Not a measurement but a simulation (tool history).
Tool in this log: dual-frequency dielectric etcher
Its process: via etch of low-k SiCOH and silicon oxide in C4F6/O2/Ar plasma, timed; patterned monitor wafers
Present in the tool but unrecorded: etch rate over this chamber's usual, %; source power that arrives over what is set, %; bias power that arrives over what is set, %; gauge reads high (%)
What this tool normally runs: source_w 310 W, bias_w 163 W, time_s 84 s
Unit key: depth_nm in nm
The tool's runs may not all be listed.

run     day  source_w  bias_w  time_s  wafers since the last listed run  hours since the last wet clean  hours since the last source power generator calibration  hours since the last bias power generator calibration  hours since the last upper electrode change  hours since the gauge calibration  read-back reference wafer on the same gauge, depth_nm  depth_nm
  1       0       310     163      84                                 0                           289.3                                                     3276                                                 2318.4                                         1827                              287.1                                                  188.2       208
  2   1.196       310     148      84                               360                             318                                                   3304.7                                                 2347.1                                       1855.7                              315.8                                                  187.6     200.3
  3   2.438       310     163      84                               374                           347.8                                                   3334.5                                                 2376.9                                       1885.5                              345.6                                                  188.4     205.8
  4   3.746       310     163      84                               394                           379.2                                                   3365.9                                                 2408.3                                       1916.9                                377                                                  188.1     205.9
  5   4.417       310     163      84                               202                           395.3                                                     3382                                                 2424.4                                         1933                              393.1                                                  188.2     203.8
  6   5.062       310     163      84                               194                           410.8                                                   3397.5                                                 2439.9                                       1948.5                              408.6                                                  187.7       205
  7     5.9       310     163      84                               252                           430.9                                                   3417.6                                                   2460                                       1968.6                              428.7                                                  188.2     203.8
  8   7.362       310     163      84                               441                             466                                                   3452.7                                                 2495.1                                       2003.7                              463.8                                                  187.9     202.3
      8.562  -- wet clean of the chamber
  9   8.583       310     163      84                                66                             0.5                                                     3482                                                 2524.4                                         2033                              493.1                                                  188.1       209
 10     8.7       310     163      84                                35                             3.3                                                   3484.8                                                 2527.2                                       2035.8                              495.9                                                    188     210.1
 11  10.388       310     163    75.5                               509                            43.8                                                   3525.3                                                 2567.7                                       2076.3                              536.4                                                    188     188.5
     11.988  -- source power generator calibrated
     12.475  -- upper electrode replaced
 12  12.496       310     163    75.5                               439                            94.4                                                     12.2                                                 2618.3                                          0.5                                587                                                  187.8     186.8
 13  13.167       310     163      84                               202                           110.5                                                     28.3                                                 2634.4                                         16.6                              603.1                                                  188.2     208.2
 14  13.938       310     163      84                               232                             129                                                     46.8                                                 2652.9                                         35.1                              621.6                                                  187.9     207.8
 15  14.938       390     163      84                               301                             153                                                     70.8                                                 2676.9                                         59.1                              645.6                                                    188     223.8
 16  16.054       290     136      97                               337                           179.8                                                     97.6                                                 2703.7                                         85.9                              672.4                                                  188.4     221.6
 17  17.033       260     131      91                               295                           203.3                                                    121.1                                                 2727.2                                        109.4                              695.9                                                  187.9     196.9
     17.867  -- bias power generator calibrated
 18  18.071       270     163      84                               262                           228.2                                                      146                                                    4.9                                        134.3                              720.8                                                  187.8       197
     18.783  -- gauge calibrated
 19  18.792       310     182   102.5                               217                           245.5                                                    163.3                                                   22.2                                        151.6                                0.2                                                  188.1     258.7
 20  19.475       310     163      84                               206                           261.9                                                    179.7                                                   38.6                                          168                               16.6                                                  188.1     204.3
 21  20.175       240     133      64                               211                           278.7                                                    196.5                                                   55.4                                        184.8                               33.4                                                    188     134.6
 22  21.367       310     163      84                               359                           307.3                                                    225.1                                                     84                                        213.4                                 62                                                  188.1     203.8
 23  22.721       290     163   101.5                               408                           339.8                                                    257.6                                                  116.5                                        245.9                               94.5                                                  187.9     241.4
 24  23.633       310     185      84                               275                           361.7                                                    279.5                                                  138.4                                        267.8                              116.4                                                  188.1     212.2
 25  24.438       310     196      64                               242                             381                                                    298.8                                                  157.7                                        287.1                              135.7                                                    188     163.9
 26  25.638       270     163      84                               362                           409.8                                                    327.6                                                  186.5                                        315.9                              164.5                                                  187.9     193.5
 27  26.521       310     163      84                               266                             431                                                    348.8                                                  207.7                                        337.1                              185.7                                                  187.8     202.5
     30.362  -- wet clean of the chamber
 28  31.008       310     163      84                              1052                            15.5                                                    456.5                                                  315.4                                        444.8                              293.4                                                  188.2     215.6
 29  32.283       350     180      92                               384                            46.1                                                    487.1                                                    346                                        475.4                                324                                                  187.7     254.2
 30  32.825       310     163    75.5                               163                            59.1                                                    500.1                                                    359                                        488.4                                337                                                  188.4     193.1
 31  33.433       270     189    96.5                               183                            73.7                                                    514.7                                                  373.6                                          503                              351.6                                                  187.9     248.4

Give the tool's hidden conditions for every run:
source power that arrives over what is set, %: 0 on each run
bias power that arrives over what is set, %: 0 on each run
gauge reads high (%): 0 on each run
H1: etch rate over this chamber's usual, %
run     H1
  1  -3.27
  2  -3.54
  3  -3.81
  4  -4.11
  5  -4.25
  6   -4.4
  7  -4.58
  8  -4.91
  9  -1.85
 10  -1.87
 11  -2.25
 12  -2.72
 13  -2.87
 14  -3.04
 15  -3.26
 16  -3.51
 17  -3.73
 18  -3.96
 19  -4.12
 20  -4.27
 21  -4.42
 22  -4.69
 23  -4.99
 24  -5.19
 25  -5.37
 26  -5.64
 27  -5.83
 28    1.1
 29  0.812
 30  0.692
 31  0.557
